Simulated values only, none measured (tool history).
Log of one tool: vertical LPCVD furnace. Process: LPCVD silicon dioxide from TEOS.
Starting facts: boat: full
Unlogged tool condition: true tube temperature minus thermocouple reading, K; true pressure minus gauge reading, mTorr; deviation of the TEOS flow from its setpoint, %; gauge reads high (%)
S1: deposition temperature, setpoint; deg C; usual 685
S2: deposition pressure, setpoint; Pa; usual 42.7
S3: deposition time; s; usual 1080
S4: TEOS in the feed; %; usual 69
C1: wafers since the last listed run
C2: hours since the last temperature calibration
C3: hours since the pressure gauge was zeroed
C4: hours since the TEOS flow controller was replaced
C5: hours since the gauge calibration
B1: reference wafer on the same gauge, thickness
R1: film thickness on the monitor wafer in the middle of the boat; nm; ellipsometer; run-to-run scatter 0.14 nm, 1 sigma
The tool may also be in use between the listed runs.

| run | day | S1 | S2 | S3 | S4 | C1 | C2 | C3 | C4 | C5 | B1 | R1 |
|---|---|---|---|---|---|---|---|---|---|---|---|---|
| 1 | 0 | 685 | 42.7 | 1080 | 69 | 0 | 2072.1 | 3412.6 | 5302.5 | 188.2 | 77.3 | 95.25 |
| 2 | 1 | 685 | 42.7 | 1080 | 69 | 442 | 2096.1 | 3436.6 | 5326.5 | 212.2 | 77.31 | 95.12 |
| 3 | 1.721 | 685 | 42.7 | 1080 | 69 | 318 | 2113.4 | 3453.9 | 5343.8 | 229.5 | 77.29 | 95.36 |
| 4 | 2.262 | 685 | 46.7 | 1080 | 69 | 239 | 2126.4 | 3466.9 | 5356.8 | 242.5 | 77.29 | 99.53 |
| 5 | 3.1 | 685 | 42.7 | 990 | 69 | 370 | 2146.5 | 3487 | 5376.9 | 262.6 | 77.29 | 87.29 |
| 6 | 4.221 | 685 | 42.7 | 990 | 69 | 495 | 2173.4 | 3513.9 | 5403.8 | 289.5 | 77.29 | 87.27 |
| 7 | 5.675 | 685 | 42.7 | 1080 | 69 | 642 | 2208.3 | 3548.8 | 5438.7 | 324.4 | 77.29 | 95.17 |
| 8 | 6.983 | 685 | 42.7 | 1080 | 69 | 578 | 2239.7 | 3580.2 | 5470.1 | 355.8 | 77.28 | 95.35 |
| 9 | 10.971 | 685 | 42.7 | 1080 | 69 | 1762 | 2335.4 | 3675.9 | 5565.8 | 451.5 | 77.31 | 95.49 |
| 10 | 11.879 | 685 | 42.7 | 1080 | 69 | 401 | 2357.2 | 3697.7 | 5587.6 | 473.3 | 77.31 | 95.22 |
|  | 13.046 | TEOS flow controller replaced |
| 11 | 13.067 | 685 | 42.7 | 1080 | 69 | 82 | 2385.7 | 3726.2 | 0.5 | 501.8 | 77.28 | 95.39 |
| 12 | 13.717 | 685 | 48 | 810 | 69 | 287 | 2401.3 | 3741.8 | 16.1 | 517.4 | 77.3 | 75.94 |
| 13 | 14.775 | 685 | 42.7 | 960 | 58 | 467 | 2426.7 | 3767.2 | 41.5 | 542.8 | 77.27 | 77.81 |
|  | 15.121 | gauge calibrated |
| 14 | 15.804 | 688 | 37.3 | 930 | 79 | 454 | 2451.4 | 3791.9 | 66.2 | 16.4 | 77.33 | 88.32 |
|  | 17.279 | pressure gauge zeroed |
|  | 17.283 | thermocouples replaced and temperature profile calibrated |
| 15 | 17.3 | 685 | 42.7 | 1080 | 69 | 217 | 0.4 | 0.5 | 102.1 | 52.3 | 77.3 | 91.27 |
| 16 | 17.912 | 676 | 42.7 | 780 | 69 | 270 | 15.1 | 15.2 | 116.8 | 67 | 77.3 | 53.19 |
| 17 | 18.583 | 685 | 47.3 | 1080 | 69 | 296 | 31.2 | 31.3 | 132.9 | 83.1 | 77.31 | 96.55 |
| 18 | 19.829 | 685 | 42.7 | 1080 | 69 | 550 | 61.1 | 61.2 | 162.8 | 113 | 77.31 | 91.63 |
| 19 | 21.2 | 685 | 42.7 | 1080 | 73 | 605 | 94 | 94.1 | 195.7 | 145.9 | 77.33 | 94.45 |
| 20 | 22.017 | 685 | 42.7 | 1500 | 69 | 361 | 113.6 | 113.7 | 215.3 | 165.5 | 77.31 | 128.07 |
| 21 | 22.533 | 676 | 38.7 | 1500 | 77 | 228 | 126 | 126.1 | 227.7 | 177.9 | 77.3 | 103.35 |
| 22 | 23.929 | 685 | 42.7 | 810 | 60 | 617 | 159.5 | 159.6 | 261.2 | 211.4 | 77.28 | 64.63 |

Take each entry between the runs: how does the hidden state at the last listed run before it differ from the hidden state at the first listed run after it?
Runs 10 to 11: TEOS flow controller replaced (day 13.046)
  both runs share identical hidden conditions
  difference, measured minus the result without the unlogged condition, R1: +4.8 -> +4.81 nm
Runs 13 to 14: gauge calibrated (day 15.121)
  both runs share identical hidden conditions
  difference, measured minus the result without the unlogged condition, R1: +3.94 -> +4.46 nm
Runs 14 to 15: pressure gauge zeroed (day 17.279); thermocouples replaced and temperature profile calibrated (day 17.283)
  true tube temperature minus thermocouple reading, K: 2.17 -> 0.386
  difference, measured minus the result without the unlogged condition, R1: +4.46 -> +0.84 nm
